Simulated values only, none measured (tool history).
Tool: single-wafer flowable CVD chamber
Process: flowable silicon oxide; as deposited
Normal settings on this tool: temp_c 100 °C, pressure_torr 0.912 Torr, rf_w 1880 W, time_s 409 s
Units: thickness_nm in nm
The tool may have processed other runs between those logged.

run   hour  temp_c  pressure_torr  rf_w  time_s  wafers since the last listed run  hours since the last thermocouple change  hours since the last RF generator calibration  hours since the last manometer calibration  hours since the showerhead was replaced  hours since the gauge calibration  read-back reference wafer on the same gauge, thickness_nm  thickness_nm
  1    0.0     100          0.912  1880     409                                 0                                    2710.0                                          628.7                                       648.8                                   6225.2                              204.2                                                    346.790       316.217
  2   24.0     100          0.912  1880     409                               107                                    2734.0                                          652.7                                       672.8                                   6249.2                              228.2                                                    346.537       321.870
  3   48.1     100          0.912  1880     409                               107                                    2758.1                                          676.8                                       696.9                                   6273.3                              252.3                                                    347.080       319.723
  4   70.0     100          0.912  1880     409                                97                                    2780.0                                          698.7                                       718.8                                   6295.2                              274.2                                                    347.126       319.973
  5   91.1     100          0.912  1880     409                                94                                    2801.1                                          719.8                                       739.9                                   6316.3                              295.3                                                    346.871       319.975
  6  107.4     100          0.912  1880     409                                72                                    2817.4                                          736.1                                       756.2                                   6332.6                              311.6                                                    347.126       321.507
  7  134.7     100          0.912  1880     409                               122                                    2844.7                                          763.4                                       783.5                                   6359.9                              338.9                                                    346.883       321.455
     156.9  -- capacitance manometer re-zeroed and calibrated
  8  158.9     100          0.848  1880     427                                72                                    2868.9                                          787.6                                         2.0                                   6384.1                              363.1                                                    347.606       324.675
     175.7  -- RF generator calibrated
  9  181.2     100          0.848  1880     427                                63                                    2891.2                                            5.5                                        24.3                                   6406.4                              385.4                                                    346.645       330.549
     211.8  -- capacitance manometer re-zeroed and calibrated, repeated, since the last time left the tool worse
     218.3  -- showerhead replaced
 10  218.8     100          0.912  1880     409                               103                                    2928.8                                           43.1                                         7.0                                      0.5                              423.0                                                    346.932       308.444
 11  221.3     109          0.804  2150     438                                11                                    2931.3                                           45.6                                         9.5                                      3.0                              425.5                                                    347.052       229.098
     224.5  -- gauge calibrated
     245.9  -- thermocouple changed; heater temperature recalibrated
 12  246.4     104          1.081  1690     376                                76                                       0.5                                           70.7                                        34.6                                     28.1                               21.9                                                    346.905       287.067
 13  278.2     112          1.031  2245     409                               142                                      32.3                                          102.5                                        66.4                                     59.9                               53.7                                                    346.841       255.453
 14  302.2     100          0.912  2230     432                               107                                      56.3                                          126.5                                        90.4                                     83.9                               77.7                                                    346.796       337.049
 15  325.9     100          0.912  1880     409                               105                                      80.0                                          150.2                                       114.1                                    107.6                              101.4                                                    346.941       309.233
 16  344.5     108          1.136  1880     446                                83                                      98.6                                          168.8                                       132.7                                    126.2                              120.0                                                    347.110       331.115
 17  370.5     104          0.912  1880     343                               116                                     124.6                                          194.8                                       158.7                                    152.2                              146.0                                                    346.976       230.433
 18  389.5     100          1.031  1880     369                                84                                     143.6                                          213.8                                       177.7                                    171.2                              165.0                                                    347.044       318.203

Alternative continuations, all from the tool just after run 18; predict every row:
  A  390.0     100          0.912  1880     409                                 2                                     144.1                                          214.3                                       178.2                                    171.7                              165.5                                                          ?             ?
  B  390.0     100          0.912  1880     345                                 2                                     144.1                                          214.3                                       178.2                                    171.7                              165.5                                                          ?             ?
  C  390.0     100          1.102  2080     409                                 2                                     144.1                                          214.3                                       178.2                                    171.7                              165.5                                                          ?             ?

run  read-back reference wafer on the same gauge, thickness_nm  thickness_nm
  A                                                    346.652       311.214
  B                                                    346.652       262.515
  C                                                    346.652       385.257
The same runs, with their run-to-run variation unchanged, on a tool lacking any hidden condition would have given:
run  thickness_nm
  A       305.351
  B       257.570
  C       378.618
